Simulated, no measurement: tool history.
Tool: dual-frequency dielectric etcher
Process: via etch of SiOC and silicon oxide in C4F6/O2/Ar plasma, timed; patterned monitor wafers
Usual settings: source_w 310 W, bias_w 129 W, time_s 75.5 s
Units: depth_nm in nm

run	hour	source_w	bias_w	time_s	read-back reference wafer on the same gauge, depth_nm	depth_nm
1	0.0	310	129	75.5	68.3	73.0
2	13.3	310	129	75.5	68.3	73.0
3	32.6	310	129	75.5	68.3	73.0
4	60.2	310	129	75.5	68.3	73.1
5	74.9	260	129	75.5	68.3	66.0
6	102.6	260	129	75.5	68.3	66.1
# hour 121.6: gauge calibrated
# hour 142.8: wet clean of the chamber
7	143.3	310	129	75.5	68.3	72.3
8	150.8	260	107	65.5	68.3	52.9
# hour 177.2: bias power generator calibrated
9	177.7	260	107	65.5	68.3	53.1
# hour 209.8: upper electrode replaced
10	210.3	270	118	75.5	68.3	64.5
# hour 227.3: source power generator calibrated
11	227.8	380	121	84.0	68.3	87.9
12	247.7	310	116	96.5	68.3	89.2
13	270.6	350	138	55.0	68.3	57.6
14	304.6	310	151	75.5	68.3	76.5

Forecast each of these 4 alternatives for the next run:
A	305.0	310	129	75.5	?	?
B	305.0	310	154	58.0	?	?
C	305.0	340	108	62.0	?	?
D	305.0	380	157	75.5	?	?

run	read-back reference wafer on the same gauge, depth_nm	depth_nm
A	68.3	72.5
B	68.3	59.3
C	68.3	59.0
D	68.3	86.5
Without the tool's hidden state the same runs would have given:
run	depth_nm
A	72.1
B	58.9
C	58.6
D	86.0
